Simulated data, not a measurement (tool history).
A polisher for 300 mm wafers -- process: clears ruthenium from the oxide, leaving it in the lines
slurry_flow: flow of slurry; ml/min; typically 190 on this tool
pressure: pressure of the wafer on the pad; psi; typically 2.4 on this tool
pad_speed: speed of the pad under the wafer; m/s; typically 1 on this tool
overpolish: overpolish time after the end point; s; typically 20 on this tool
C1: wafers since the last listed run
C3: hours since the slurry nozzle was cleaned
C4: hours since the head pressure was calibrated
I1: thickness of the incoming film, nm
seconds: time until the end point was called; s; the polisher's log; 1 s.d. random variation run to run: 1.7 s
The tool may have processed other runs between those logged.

{"run": 1, "hour": 0.0, "slurry_flow": 190, "pressure": 2.4, "pad_speed": 1, "overpolish": 24, "C1": 0, "wafers polished on this pad": 416, "C3": 599.7, "C4": 482.9, "I1": 118.8, "seconds": 93.8}
{"run": 2, "hour": 55.1, "slurry_flow": 190, "pressure": 2.4, "pad_speed": 1, "overpolish": 24, "C1": 366, "wafers polished on this pad": 782, "C3": 654.8, "C4": 538, "I1": 120.1, "seconds": 96.8}
{"run": 3, "hour": 110.2, "slurry_flow": 190, "pressure": 2.4, "pad_speed": 1, "overpolish": 24, "C1": 366, "wafers polished on this pad": 1148, "C3": 709.9, "C4": 593.1, "I1": 119.4, "seconds": 105.8}
{"hour": 115.9, "done": "slurry nozzle cleaned"}
{"hour": 130.4, "done": "head pressure recalibrated"}
{"run": 4, "hour": 208.9, "slurry_flow": 190, "pressure": 2.4, "pad_speed": 1, "overpolish": 26, "C1": 635, "wafers polished on this pad": 1784, "C3": 93, "C4": 78.5, "I1": 118.4, "seconds": 85.4}
{"run": 5, "hour": 281.8, "slurry_flow": 190, "pressure": 2.4, "pad_speed": 1, "overpolish": 26, "C1": 484, "wafers polished on this pad": 2268, "C3": 165.9, "C4": 151.4, "I1": 118.4, "seconds": 86.5}
{"run": 6, "hour": 347.8, "slurry_flow": 190, "pressure": 2.4, "pad_speed": 1, "overpolish": 26, "C1": 438, "wafers polished on this pad": 2707, "C3": 231.9, "C4": 217.4, "I1": 122.5, "seconds": 91.5}
{"hour": 437.2, "done": "worn pad replaced by a new one"}
{"run": 7, "hour": 484.6, "slurry_flow": 190, "pressure": 2.4, "pad_speed": 1, "overpolish": 20, "C1": 882, "wafers polished on this pad": 315, "C3": 368.7, "C4": 354.2, "I1": 120.4, "seconds": 92.3}
{"run": 8, "hour": 546.3, "slurry_flow": 190, "pressure": 2.4, "pad_speed": 1, "overpolish": 20, "C1": 409, "wafers polished on this pad": 725, "C3": 430.4, "C4": 415.9, "I1": 120.7, "seconds": 97}
{"run": 9, "hour": 618.8, "slurry_flow": 190, "pressure": 2.4, "pad_speed": 1, "overpolish": 20, "C1": 481, "wafers polished on this pad": 1206, "C3": 502.9, "C4": 488.4, "I1": 120.4, "seconds": 98.5}
{"run": 10, "hour": 690.7, "slurry_flow": 190, "pressure": 2.4, "pad_speed": 1, "overpolish": 20, "C1": 477, "wafers polished on this pad": 1684, "C3": 574.8, "C4": 560.3, "I1": 121.6, "seconds": 100}
{"run": 11, "hour": 736.4, "slurry_flow": 190, "pressure": 2.4, "pad_speed": 1, "overpolish": 20, "C1": 303, "wafers polished on this pad": 1987, "C3": 620.5, "C4": 606, "I1": 121.5, "seconds": 98.3}
{"hour": 771.6, "done": "head pressure recalibrated"}
{"hour": 774.1, "done": "slurry nozzle cleaned"}
{"run": 12, "hour": 789.7, "slurry_flow": 190, "pressure": 2.4, "pad_speed": 1, "overpolish": 20, "C1": 334, "wafers polished on this pad": 2322, "C3": 15.6, "C4": 18.1, "I1": 119.6, "seconds": 90.8}
{"run": 13, "hour": 842.0, "slurry_flow": 175, "pressure": 2.4, "pad_speed": 1, "overpolish": 20, "C1": 347, "wafers polished on this pad": 2669, "C3": 67.9, "C4": 70.4, "I1": 120.3, "seconds": 91.1}
{"run": 14, "hour": 917.5, "slurry_flow": 175, "pressure": 2.4, "pad_speed": 1, "overpolish": 20, "C1": 501, "wafers polished on this pad": 3171, "C3": 143.4, "C4": 145.9, "I1": 117.7, "seconds": 92.2}
{"hour": 954.1, "done": "worn pad replaced by a new one"}
{"run": 15, "hour": 978.8, "slurry_flow": 175, "pressure": 2.4, "pad_speed": 1, "overpolish": 20, "C1": 380, "wafers polished on this pad": 163, "C3": 204.7, "C4": 207.2, "I1": 120.7, "seconds": 92}
{"run": 16, "hour": 1070.9, "slurry_flow": 190, "pressure": 2.4, "pad_speed": 1, "overpolish": 20, "C1": 611, "wafers polished on this pad": 775, "C3": 296.8, "C4": 299.3, "I1": 119.1, "seconds": 90.3}
{"run": 17, "hour": 1144.0, "slurry_flow": 190, "pressure": 2.4, "pad_speed": 1, "overpolish": 20, "C1": 485, "wafers polished on this pad": 1261, "C3": 369.9, "C4": 372.4, "I1": 119.7, "seconds": 94.2}
{"run": 18, "hour": 1197.4, "slurry_flow": 190, "pressure": 2.4, "pad_speed": 1, "overpolish": 28, "C1": 354, "wafers polished on this pad": 1616, "C3": 423.3, "C4": 425.8, "I1": 120, "seconds": 93.2}
{"run": 19, "hour": 1251.0, "slurry_flow": 190, "pressure": 1.9, "pad_speed": 1, "overpolish": 30, "C1": 356, "wafers polished on this pad": 1972, "C3": 476.9, "C4": 479.4, "I1": 119.3, "seconds": 124.7}
{"hour": 1268.7, "done": "head pressure recalibrated"}
{"run": 20, "hour": 1321.2, "slurry_flow": 190, "pressure": 2.4, "pad_speed": 1, "overpolish": 20, "C1": 453, "wafers polished on this pad": 2425, "C3": 547.1, "C4": 52.5, "I1": 119.2, "seconds": 92}
{"run": 21, "hour": 1385.1, "slurry_flow": 140, "pressure": 1.6, "pad_speed": 0.9, "overpolish": 16, "C1": 424, "wafers polished on this pad": 2849, "C3": 611, "C4": 116.4, "I1": 119.1, "seconds": 156}
{"hour": 1425.6, "done": "slurry nozzle cleaned"}
{"run": 22, "hour": 1472.5, "slurry_flow": 190, "pressure": 2.4, "pad_speed": 1, "overpolish": 20, "C1": 573, "wafers polished on this pad": 3423, "C3": 46.9, "C4": 203.8, "I1": 120.7, "seconds": 93.1}
{"run": 23, "hour": 1519.9, "slurry_flow": 190, "pressure": 2.4, "pad_speed": 0.86, "overpolish": 20, "C1": 314, "wafers polished on this pad": 3738, "C3": 94.3, "C4": 251.2, "I1": 117.6, "seconds": 105.7}
{"run": 24, "hour": 1566.3, "slurry_flow": 255, "pressure": 2.4, "pad_speed": 1.22, "overpolish": 20, "C1": 308, "wafers polished on this pad": 4046, "C3": 140.7, "C4": 297.6, "I1": 122.3, "seconds": 74.8}
{"hour": 1588.0, "done": "worn pad replaced by a new one"}
{"run": 25, "hour": 1638.4, "slurry_flow": 225, "pressure": 2.4, "pad_speed": 1, "overpolish": 12, "C1": 452, "wafers polished on this pad": 335, "C3": 212.8, "C4": 369.7, "I1": 120.5, "seconds": 95.7}
{"run": 26, "hour": 1721.9, "slurry_flow": 190, "pressure": 2.4, "pad_speed": 1, "overpolish": 27, "C1": 554, "wafers polished on this pad": 889, "C3": 296.3, "C4": 453.2, "I1": 117.7, "seconds": 96.4}
{"hour": 1769.5, "done": "head pressure recalibrated"}
{"run": 27, "hour": 1791.1, "slurry_flow": 190, "pressure": 1.9, "pad_speed": 1, "overpolish": 30, "C1": 446, "wafers polished on this pad": 1336, "C3": 365.5, "C4": 21.6, "I1": 120.9, "seconds": 111.7}
{"run": 28, "hour": 1877.7, "slurry_flow": 190, "pressure": 2.4, "pad_speed": 1, "overpolish": 20, "C1": 575, "wafers polished on this pad": 1911, "C3": 452.1, "C4": 108.2, "I1": 121.3, "seconds": 89.2}
{"run": 29, "hour": 1984.3, "slurry_flow": 190, "pressure": 2.4, "pad_speed": 1, "overpolish": 20, "C1": 708, "wafers polished on this pad": 2619, "C3": 558.7, "C4": 214.8, "I1": 120.5, "seconds": 92.1}
{"hour": 2059.0, "done": "slurry nozzle cleaned"}
{"run": 30, "hour": 2083.3, "slurry_flow": 230, "pressure": 2.4, "pad_speed": 0.66, "overpolish": 15, "C1": 651, "wafers polished on this pad": 3270, "C3": 24.3, "C4": 313.8, "I1": 120.9, "seconds": 131.7}
{"hour": 2182.9, "done": "worn pad replaced by a new one"}
{"run": 31, "hour": 2183.4, "slurry_flow": 190, "pressure": 2.4, "pad_speed": 1, "overpolish": 26, "C1": 638, "wafers polished on this pad": 3, "C3": 124.4, "C4": 413.9, "I1": 120, "seconds": 93.6}
{"hour": 2364.2, "done": "head pressure recalibrated"}
{"run": 32, "hour": 2449.2, "slurry_flow": 190, "pressure": 2.9, "pad_speed": 1, "overpolish": 29, "C1": 1752, "wafers polished on this pad": 1755, "C3": 390.2, "C4": 85, "I1": 120.1, "seconds": 75.9}
{"run": 33, "hour": 2533.1, "slurry_flow": 160, "pressure": 2.4, "pad_speed": 1, "overpolish": 20, "C1": 557, "wafers polished on this pad": 2313, "C3": 474.1, "C4": 168.9, "I1": 121.2, "seconds": 95.4}
{"run": 34, "hour": 2574.8, "slurry_flow": 190, "pressure": 2.4, "pad_speed": 1, "overpolish": 20, "C1": 277, "wafers polished on this pad": 2590, "C3": 515.8, "C4": 210.6, "I1": 120.4, "seconds": 90.8}
{"run": 35, "hour": 2666.9, "slurry_flow": 190, "pressure": 2.4, "pad_speed": 0.76, "overpolish": 20, "C1": 611, "wafers polished on this pad": 3202, "C3": 607.9, "C4": 302.7, "I1": 120, "seconds": 116.3}
{"hour": 2721.5, "done": "slurry nozzle cleaned"}
{"run": 36, "hour": 2731.8, "slurry_flow": 225, "pressure": 2.4, "pad_speed": 1, "overpolish": 10, "C1": 424, "wafers polished on this pad": 3626, "C3": 10.3, "C4": 367.6, "I1": 120.1, "seconds": 92.8}
{"hour": 2820.6, "done": "worn pad replaced by a new one"}
{"run": 37, "hour": 2847.6, "slurry_flow": 225, "pressure": 3.1, "pad_speed": 1.28, "overpolish": 20, "C1": 742, "wafers polished on this pad": 179, "C3": 126.1, "C4": 483.4, "I1": 119.8, "seconds": 58.1}

Hidden state, per run?
removal rate lost through wear of the pad, %: 0 across all the runs
slurry flow missing at the pad, %: 0 across all the runs
H1: deviation of the head's pressure from its setpoint, %
run=1 H1=-8.69
run=2 H1=-10.8
run=3 H1=-13.1
run=4 H1=0.447
run=5 H1=-0.173
run=6 H1=-1.07
run=7 H1=-3.97
run=8 H1=-5.72
run=9 H1=-8.15
run=10 H1=-10.9
run=11 H1=-12.9
run=12 H1=-1.5
run=13 H1=-1.67
run=14 H1=-2.27
run=15 H1=-3.07
run=16 H1=-4.8
run=17 H1=-6.61
run=18 H1=-8.19
run=19 H1=-9.99
run=20 H1=-2.4
run=21 H1=-2.8
run=22 H1=-3.84
run=23 H1=-4.64
run=24 H1=-5.58
run=25 H1=-7.36
run=26 H1=-9.9
run=27 H1=1.09
run=28 H1=0.675
run=29 H1=-0.599
run=30 H1=-2.54
run=31 H1=-5.23
run=32 H1=-0.517
run=33 H1=-1.3
run=34 H1=-1.89
run=35 H1=-3.64
run=36 H1=-5.25
run=37 H1=-8.89
